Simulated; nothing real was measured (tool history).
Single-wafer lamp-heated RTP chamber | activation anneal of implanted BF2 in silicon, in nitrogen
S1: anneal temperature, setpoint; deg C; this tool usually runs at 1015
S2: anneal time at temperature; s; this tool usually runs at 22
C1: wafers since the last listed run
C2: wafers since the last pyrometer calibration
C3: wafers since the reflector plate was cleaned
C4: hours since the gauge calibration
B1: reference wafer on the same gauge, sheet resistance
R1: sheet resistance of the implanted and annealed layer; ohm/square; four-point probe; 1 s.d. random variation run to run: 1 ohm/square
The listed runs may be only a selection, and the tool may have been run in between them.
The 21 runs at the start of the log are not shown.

run,hour,S1,S2,C1,C2,C3,C4,B1,R1
22,329.1,988,22,185,942,2337,71.5,564.72,689.41
23,346.7,990,30,239,1181,2577,89.1,564.46,684.5
24,373.4,1015,16,363,1545,2940,115.8,564.21,685.87
25,390.1,991,31,227,1772,3168,132.5,564.13,682.18
26,399.1,1031,28,122,1895,3290,141.5,564,673.95
27,408.5,994,10,128,2023,3418,150.9,563.9,689.65
28,417.9,995,12,128,2151,3546,160.3,563.66,686.68
29,434.7,1040,28,228,2380,3775,177.1,563.54,670.85
30,450.9,1015,22,220,2600,3996,193.3,563.31,681.1
31,463.3,985,10,168,2769,4165,205.7,563.54,692.63
32,474.6,1015,22,153,2923,4319,217,563.09,679.32
33,488.4,1015,22,187,3111,4507,230.8,563.17,677.1

Alternative continuations, all from the tool just after run 33; predict every row:
A,488.8,1015,11,5,3117,4512,231.2,?,?
B,488.8,992,16,5,3117,4512,231.2,?,?
C,488.8,1015,26,5,3117,4512,231.2,?,?
D,488.8,1037,14,5,3117,4512,231.2,?,?
E,488.8,1030,22,5,3117,4512,231.2,?,?

run,B1,R1
A,563.22,685.43
B,563.22,685.99
C,563.22,677.14
D,563.22,680.88
E,563.22,676.36
Take away the tool's hidden state, keep each run's random variation, and the runs would have read:
run,R1
A,688.83
B,689.39
C,680.49
D,684.25
E,679.71

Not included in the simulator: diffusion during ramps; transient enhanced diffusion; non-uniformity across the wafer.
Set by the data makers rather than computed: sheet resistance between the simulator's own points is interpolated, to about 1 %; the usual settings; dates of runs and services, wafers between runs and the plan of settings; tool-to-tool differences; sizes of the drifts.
